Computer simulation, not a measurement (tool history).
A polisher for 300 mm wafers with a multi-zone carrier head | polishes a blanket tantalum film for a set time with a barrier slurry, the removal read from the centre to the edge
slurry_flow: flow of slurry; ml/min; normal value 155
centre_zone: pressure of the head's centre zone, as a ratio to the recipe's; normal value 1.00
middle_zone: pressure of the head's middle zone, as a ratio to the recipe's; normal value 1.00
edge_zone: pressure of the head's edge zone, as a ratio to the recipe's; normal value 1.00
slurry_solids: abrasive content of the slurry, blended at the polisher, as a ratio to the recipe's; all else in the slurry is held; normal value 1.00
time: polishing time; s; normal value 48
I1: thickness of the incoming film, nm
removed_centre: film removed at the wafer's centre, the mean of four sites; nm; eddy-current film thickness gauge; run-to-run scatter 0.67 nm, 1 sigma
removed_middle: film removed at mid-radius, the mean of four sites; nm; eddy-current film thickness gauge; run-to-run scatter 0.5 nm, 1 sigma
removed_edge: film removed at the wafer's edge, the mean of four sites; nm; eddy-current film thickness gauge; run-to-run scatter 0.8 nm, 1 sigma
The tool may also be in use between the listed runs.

Run 1, hour 0.0: usual settings but edge_zone 1.06; I1 281.6. Result: removed_centre 66.8 nm, removed_middle 67.8 nm, removed_edge 71.9 nm.
Run 2, hour 56.6: usual settings but edge_zone 1.06; I1 280.9. Result: removed_centre 65.9 nm, removed_middle 66.5 nm, removed_edge 71.7 nm.
Run 3, hour 90.8: usual settings; I1 278.7. Result: removed_centre 66.6 nm, removed_middle 66.4 nm, removed_edge 68.9 nm.
Run 4, hour 124.5: usual settings; I1 281.4. Result: removed_centre 67.0 nm, removed_middle 66.3 nm, removed_edge 69.0 nm.
Run 5, hour 167.7: usual settings; I1 275.0. Result: removed_centre 65.6 nm, removed_middle 66.1 nm, removed_edge 68.3 nm.
Run 6, hour 207.3: usual settings; I1 281.5. Result: removed_centre 65.9 nm, removed_middle 65.3 nm, removed_edge 69.6 nm.
Run 7, hour 336.2: usual settings; I1 275.9. Result: removed_centre 64.7 nm, removed_middle 64.5 nm, removed_edge 68.7 nm.
Run 8, hour 403.2: usual settings; I1 275.8. Result: removed_centre 63.3 nm, removed_middle 63.5 nm, removed_edge 67.8 nm.
Run 9, hour 442.8: usual settings; I1 280.2. Result: removed_centre 61.9 nm, removed_middle 62.9 nm, removed_edge 67.1 nm.
Run 10, hour 507.3: usual settings; I1 276.9. Result: removed_centre 70.1 nm, removed_middle 66.6 nm, removed_edge 70.4 nm.
Run 11, hour 576.8: usual settings but slurry_flow 120 ml/min, middle_zone 0.93, slurry_solids 0.70, time 56 s; I1 279.7. Result: removed_centre 66.1 nm, removed_middle 63.0 nm, removed_edge 69.8 nm.
Run 12, hour 612.3: usual settings but centre_zone 0.95, slurry_solids 0.85; I1 275.5. Result: removed_centre 59.2 nm, removed_middle 62.9 nm, removed_edge 64.8 nm.
Run 13, hour 739.4: usual settings but centre_zone 0.89, middle_zone 1.10, time 41 s; I1 281.5. Result: removed_centre 46.2 nm, removed_middle 58.9 nm, removed_edge 58.8 nm.
Run 14, hour 800.9: usual settings; I1 280.5. Result: removed_centre 66.1 nm, removed_middle 64.2 nm, removed_edge 68.6 nm.
Run 15, hour 839.7: usual settings but slurry_flow 100 ml/min, middle_zone 1.03; I1 277.7. Result: removed_centre 58.4 nm, removed_middle 60.1 nm, removed_edge 64.5 nm.
Run 16, hour 878.2: usual settings but slurry_solids 1.10; I1 284.3. Result: removed_centre 66.7 nm, removed_middle 66.3 nm, removed_edge 68.7 nm.
Run 17, hour 946.5: usual settings but centre_zone 1.08; I1 279.8. Result: removed_centre 72.2 nm, removed_middle 64.1 nm, removed_edge 68.0 nm.
Run 18, hour 1012.6: usual settings but centre_zone 1.07, slurry_solids 1.30, time 59 s; I1 278.0. Result: removed_centre 94.5 nm, removed_middle 83.3 nm, removed_edge 87.6 nm.
Run 19, hour 1055.9: usual settings; I1 282.8. Result: removed_centre 62.8 nm, removed_middle 62.9 nm, removed_edge 66.9 nm.
Run 20, hour 1096.7: usual settings; I1 283.6. Result: removed_centre 62.9 nm, removed_middle 61.9 nm, removed_edge 66.2 nm.
Run 21, hour 1159.5: usual settings but edge_zone 0.95; I1 282.0. Result: removed_centre 69.5 nm, removed_middle 67.8 nm, removed_edge 68.6 nm.

Not shown: 12 entries that the log had between the listed runs. Between which runs, and how does the tool's hidden state differ before and after?
Run 4 -> run 5: worn pad replaced by a new one (hour 162.1)
  slurry flow missing at the pad, %: 19.1 -> 21.6
  measured value less the no-hidden-state value, removed_centre: -2.7 -> -3.1 nm; removed_middle: -2.3 -> -2.7 nm; removed_edge: -1.7 -> -2.0 nm
Run 8 -> run 9: edge zone pressure recalibrated (hour 405.6); worn pad replaced by a new one (hour 425.0)
  slurry flow missing at the pad, %: 35.4 -> 37.8
  measured value less the no-hidden-state value, removed_centre: -5.8 -> -6.3 nm; removed_middle: -5.1 -> -5.5 nm; removed_edge: -3.8 -> -4.1 nm
Run 9 -> run 10: slurry nozzle cleaned (hour 483.9)
  slurry flow missing at the pad, %: 37.8 -> 5.34
  measured value less the no-hidden-state value, removed_centre: -6.3 -> -0.7 nm; removed_middle: -5.5 -> -0.6 nm; removed_edge: -4.1 -> -0.4 nm
Run 10 -> run 11: carrier head's membrane replaced by a new one, of another model than before (hour 542.6)
  slurry flow missing at the pad, %: 5.34 -> 9.43
  measured value less the no-hidden-state value, removed_centre: -0.7 -> -1.4 nm; removed_middle: -0.6 -> -1.2 nm; removed_edge: -0.4 -> -0.9 nm
Run 12 -> run 13: worn pad replaced by a new one (hour 652.2)
  slurry flow missing at the pad, %: 11.5 -> 19
  measured value less the no-hidden-state value, removed_centre: -1.3 -> -1.8 nm; removed_middle: -1.2 -> -2.1 nm; removed_edge: -0.9 -> -1.4 nm
Run 15 -> run 16: centre zone pressure recalibrated (hour 860.2); worn pad replaced by a new one (hour 877.7)
  slurry flow missing at the pad, %: 24.9 -> 27.1
  measured value less the no-hidden-state value, removed_centre: -4.7 -> -4.2 nm; removed_middle: -4.2 -> -3.7 nm; removed_edge: -3.0 -> -2.7 nm
Run 18 -> run 19: edge zone pressure recalibrated (hour 1035.4)
  slurry flow missing at the pad, %: 35 -> 37.6
  measured value less the no-hidden-state value, removed_centre: -8.6 -> -6.4 nm; removed_middle: -6.6 -> -5.5 nm; removed_edge: -4.8 -> -4.1 nm
Run 20 -> run 21: worn pad replaced by a new one (hour 1105.3); carrier head's membrane replaced by a new one (hour 1135.1); slurry nozzle cleaned (hour 1157.6)
  slurry flow missing at the pad, %: 40 -> 0.573
  measured value less the no-hidden-state value, removed_centre: -6.9 -> -0.1 nm; removed_middle: -6.0 -> -0.1 nm; removed_edge: -4.4 -> -0.1 nm
